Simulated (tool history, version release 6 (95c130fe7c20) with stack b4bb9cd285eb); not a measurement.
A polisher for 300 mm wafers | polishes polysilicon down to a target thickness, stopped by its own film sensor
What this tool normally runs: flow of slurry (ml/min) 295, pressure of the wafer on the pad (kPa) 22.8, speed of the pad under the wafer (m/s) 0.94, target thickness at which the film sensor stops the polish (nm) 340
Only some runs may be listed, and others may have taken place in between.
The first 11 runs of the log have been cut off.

| run | hour | flow of slurry (ml/min) | pressure of the wafer on the pad (kPa) | speed of the pad under the wafer (m/s) | target thickness at which the film sensor stops the polish (nm) | incoming thickness of the incoming film, nm | time until the film sensor stopped the polish (s) |
|---|---|---|---|---|---|---|---|
|  | 133.2 | worn pad replaced by a new one |
| 12 | 136.2 | 295 | 22.8 | 0.94 | 340 | 920 | 54.9 |
| 13 | 150.7 | 295 | 22.8 | 1.2 | 340 | 908.1 | 41.9 |
| 14 | 161 | 295 | 22.8 | 0.94 | 340 | 900.7 | 53.1 |
|  | 169.2 | head pressure recalibrated |
| 15 | 176 | 230 | 16.5 | 1.14 | 340 | 899.2 | 61.8 |
| 16 | 186.5 | 295 | 22.8 | 0.94 | 340 | 913.1 | 57.4 |
| 17 | 203 | 295 | 22.8 | 0.94 | 340 | 924.4 | 57.8 |
| 18 | 212.9 | 295 | 22.8 | 0.94 | 340 | 912.8 | 57.8 |
| 19 | 219.8 | 295 | 22.8 | 0.94 | 340 | 898.8 | 55.5 |
| 20 | 231.9 | 295 | 22.8 | 0.94 | 340 | 914.1 | 57.2 |
| 21 | 241.6 | 295 | 22.8 | 0.94 | 340 | 912.6 | 56.3 |
|  | 254.7 | worn pad replaced by a new one |
| 22 | 258.5 | 295 | 22.8 | 0.8 | 424 | 928.6 | 58.4 |
| 23 | 275.4 | 295 | 20.7 | 0.94 | 340 | 915.1 | 61.9 |
|  | 289.7 | slurry nozzle cleaned |
| 24 | 290.2 | 295 | 22.8 | 0.84 | 199 | 909.9 | 77.1 |

Forecast run 25:
| 25 | 306.2 | 295 | 22.8 | 0.7 | 514 | 916.5 | ? |

{"run 25": {"time until the film sensor stopped the polish (s)": 53.1}}
With the hidden condition absent and the run-to-run variation left alone, this run would have shown time until the film sensor stopped the polish (s) 54.2.
